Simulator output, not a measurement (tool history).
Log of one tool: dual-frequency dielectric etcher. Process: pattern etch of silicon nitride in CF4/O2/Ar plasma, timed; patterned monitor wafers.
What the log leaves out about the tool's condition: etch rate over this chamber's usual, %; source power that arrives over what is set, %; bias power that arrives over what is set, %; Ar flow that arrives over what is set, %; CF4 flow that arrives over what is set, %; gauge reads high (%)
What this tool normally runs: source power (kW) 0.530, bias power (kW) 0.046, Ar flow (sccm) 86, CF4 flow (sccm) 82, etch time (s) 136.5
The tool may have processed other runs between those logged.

run    hour  source power (kW)  bias power (kW)  Ar flow (sccm)  CF4 flow (sccm)  etch time (s)  wafers since the last listed run  hours since the last wet clean  hours since the last source power generator calibration  hours since the last bias power generator calibration  hours since the last Ar flow controller change  hours since the last CF4 flow controller change  hours since the last upper electrode change  hours since the gauge calibration  read-back reference wafer on the same gauge, depth_nm  mean etch depth across the wafer (Å)
  1     0.0              0.530            0.046              86               82          136.5                                 0                           445.4                                                   2813.6                                                 1784.7                                            13.1                                           3549.4                                        208.6                             2229.3                                                  262.8                                  2617
       39.8  -- wet clean of the chamber
  2    73.3              0.530            0.037              86               82          136.5                               473                            33.5                                                   2886.9                                                 1858.0                                            86.4                                           3622.7                                        281.9                             2302.6                                                  263.7                                  2304
  3   154.1              0.530            0.037              86               82          136.5                               775                           114.3                                                   2967.7                                                 1938.8                                           167.2                                           3703.5                                        362.7                             2383.4                                                  262.9                                  2333
      168.2  -- bias power generator calibrated
      273.2  -- CF4 flow controller replaced
      290.2  -- source power generator calibrated
  4   371.9              0.530            0.046              86               82          136.5                              1955                           332.1                                                     81.7                                                  203.7                                           385.0                                             98.7                                        580.5                             2601.2                                                  262.3                                  2545
      378.0  -- gauge calibrated
  5   477.6              0.530            0.046              86               82          136.5                              1014                           437.8                                                    187.4                                                  309.4                                           490.7                                            204.4                                        686.2                               99.6                                                  263.1                                  2574
  6   532.5              0.530            0.046              86               82          136.5                               526                           492.7                                                    242.3                                                  364.3                                           545.6                                            259.3                                        741.1                              154.5                                                  263.6                                  2599
      616.6  -- wet clean of the chamber
  7   640.7              0.530            0.046              86               82          136.5                               807                            24.1                                                    350.5                                                  472.5                                           653.8                                            367.5                                        849.3                              262.7                                                  262.6                                  2481
  8   705.3              0.570            0.046              86               82          109.0                               619                            88.7                                                    415.1                                                  537.1                                           718.4                                            432.1                                        913.9                              327.3                                                  262.8                                  2167
  9   745.2              0.530            0.046              86               99          136.5                               382                           128.6                                                    455.0                                                  577.0                                           758.3                                            472.0                                        953.8                              367.2                                                  263.3                                  2552
 10   820.3              0.530            0.046              86               82          136.5                               720                           203.7                                                    530.1                                                  652.1                                           833.4                                            547.1                                       1028.9                              442.3                                                  262.9                                  2535
 11   898.6              0.640            0.037              75               71          136.5                               751                           282.0                                                    608.4                                                  730.4                                           911.7                                            625.4                                       1107.2                              520.6                                                  262.4                                  2696
 12   939.6              0.530            0.041              93               82          160.5                               393                           323.0                                                    649.4                                                  771.4                                           952.7                                            666.4                                       1148.2                              561.6                                                  262.9                                  2835
 13  1000.8              0.650            0.046             102               82          136.5                               587                           384.2                                                    710.6                                                  832.6                                          1013.9                                            727.6                                       1209.4                              622.8                                                  263.2                                  3055
 14  1064.4              0.530            0.046              86               95          136.5                               610                           447.8                                                    774.2                                                  896.2                                          1077.5                                            791.2                                       1273.0                              686.4                                                  263.1                                  2643
     1117.3  -- wet clean of the chamber
 15  1161.6              0.530            0.046             105               82          136.5                               702                            44.3                                                    871.4                                                  993.4                                          1174.7                                            888.4                                       1370.2                              783.6                                                  262.0                                  2430
 16  1238.3              0.530            0.046              69               74          148.0                               735                           121.0                                                    948.1                                                 1070.1                                          1251.4                                            965.1                                       1446.9                              860.3                                                  263.5                                  2741
 17  1338.5              0.530            0.058              97               82          136.5                               961                           221.2                                                   1048.3                                                 1170.3                                          1351.6                                           1065.3                                       1547.1                              960.5                                                  263.4                                  2841
 18  1391.2              0.530            0.046              86               82          136.5                               505                           273.9                                                   1101.0                                                 1223.0                                          1404.3                                           1118.0                                       1599.8                             1013.2                                                  263.2                                  2563
 19  1471.4              0.530            0.046              86               82          136.5                               769                           354.1                                                   1181.2                                                 1303.2                                          1484.5                                           1198.2                                       1680.0                             1093.4                                                  262.9                                  2618
 20  1508.5              0.590            0.046              86               82          147.5                               355                           391.2                                                   1218.3                                                 1340.3                                          1521.6                                           1235.3                                       1717.1                             1130.5                                                  263.1                                  3118
 21  1611.3              0.530            0.046              86               82          136.5                               986                           494.0                                                   1321.1                                                 1443.1                                          1624.4                                           1338.1                                       1819.9                             1233.3                                                  262.4                                  2627

Across each entry between runs, compare the hidden state at the last listed run before it with the hidden state at the first listed run after it:
Run 1 -> run 2: wet clean of the chamber (hour 39.8)
  etch rate over this chamber's usual, %: 3.52 -> 0.612; bias power that arrives over what is set, %: 5.54 -> 5.95
  difference, measured minus the result without the unlogged condition, mean etch depth across the wafer (Å): +152 -> +71
Run 3 -> run 4: bias power generator calibrated (hour 168.2); CF4 flow controller replaced (hour 273.2); source power generator calibrated (hour 290.2)
  etch rate over this chamber's usual, %: 1.38 -> 3.44; bias power that arrives over what is set, %: 6.42 -> 0.482
  difference, measured minus the result without the unlogged condition, mean etch depth across the wafer (Å): +93 -> +90
Run 4 -> run 5: gauge calibrated (hour 378.0)
  etch rate over this chamber's usual, %: 3.44 -> 4.44; bias power that arrives over what is set, %: 0.482 -> 0.565
  difference, measured minus the result without the unlogged condition, mean etch depth across the wafer (Å): +90 -> +116
Run 6 -> run 7: wet clean of the chamber (hour 616.6)
  etch rate over this chamber's usual, %: 4.96 -> 0.132; bias power that arrives over what is set, %: 0.622 -> 0.762
  difference, measured minus the result without the unlogged condition, mean etch depth across the wafer (Å): +130 -> +12
Run 14 -> run 15: wet clean of the chamber (hour 1117.3)
  etch rate over this chamber's usual, %: 4.14 -> 0.313; bias power that arrives over what is set, %: 1.66 -> 1.94
  difference, measured minus the result without the unlogged condition, mean etch depth across the wafer (Å): +124 -> +29

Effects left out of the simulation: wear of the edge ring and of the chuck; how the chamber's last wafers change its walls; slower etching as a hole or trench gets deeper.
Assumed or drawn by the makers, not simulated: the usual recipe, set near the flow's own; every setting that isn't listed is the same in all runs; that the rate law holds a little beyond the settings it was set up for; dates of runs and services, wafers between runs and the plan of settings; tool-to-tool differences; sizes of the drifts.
